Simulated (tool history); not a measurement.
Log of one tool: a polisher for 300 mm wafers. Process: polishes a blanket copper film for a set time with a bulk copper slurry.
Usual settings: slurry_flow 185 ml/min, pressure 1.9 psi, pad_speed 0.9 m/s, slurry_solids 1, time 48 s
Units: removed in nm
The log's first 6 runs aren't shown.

run	hour	slurry_flow	pressure	pad_speed	slurry_solids	time	incoming thickness of the incoming film, nm	removed
7	391.7	185	1.9	0.9	0.85	55	3524.2	325.8
# hour 397.8: slurry blender recalibrated
8	454.6	185	1.9	0.9	1	48	3473.6	289.9
9	506.6	185	1.9	0.9	1	48	3550.3	283.7
# hour 529.4: slurry nozzle cleaned
10	539	185	1.9	0.9	0.9	48	3451.2	280.9
11	605.4	185	1.9	0.9	0.9	48	3484.6	282
# hour 610.8: head pressure recalibrated
# hour 616.4: worn pad replaced by a new one, of another model than before
12	641.9	185	1.9	0.9	0.9	48	3507.3	294.7
13	707.3	185	1.9	0.9	1	48	3495.6	300.2
# hour 723.2: slurry blender recalibrated
14	733.1	185	1.9	0.9	1	43	3505.2	268.8
15	767.9	185	1.9	0.9	1	48	3468.9	297
16	835.6	135	1.2	0.9	1	48	3565.9	222.8
17	860.1	185	1.9	1.14	0.9	48	3508	353.6
18	923.8	205	2.1	0.9	1	48	3489.3	322.2
# hour 926: slurry nozzle cleaned
# hour 959.3: worn pad replaced by a new one
# hour 978.1: head pressure recalibrated
19	989.4	185	1.9	0.9	1	48	3538.1	309.4
20	1041.2	185	1.9	0.9	1	48	3500.8	301
# hour 1052.9: slurry blender recalibrated
21	1097.8	185	1.9	0.9	1	48	3535.5	300.2
22	1138.6	185	1.9	0.9	1	48	3572.3	293.3
23	1208.9	185	1.9	0.9	1.25	48	3554.3	313.9
24	1247	185	1.9	0.82	1	48	3505.2	276.8
25	1309.2	185	1.3	1.06	1	58	3465.7	341
# hour 1319.8: worn pad replaced by a new one
# hour 1335.8: head pressure recalibrated
26	1341	230	1.9	0.9	1	48	3495.5	315.8

Forecast run 27:
27	1379	185	1.9	0.9	1	48	3550.2	?

removed: 309.2 nm
Without the tool's hidden state the same run would have given removed 312.3 nm.

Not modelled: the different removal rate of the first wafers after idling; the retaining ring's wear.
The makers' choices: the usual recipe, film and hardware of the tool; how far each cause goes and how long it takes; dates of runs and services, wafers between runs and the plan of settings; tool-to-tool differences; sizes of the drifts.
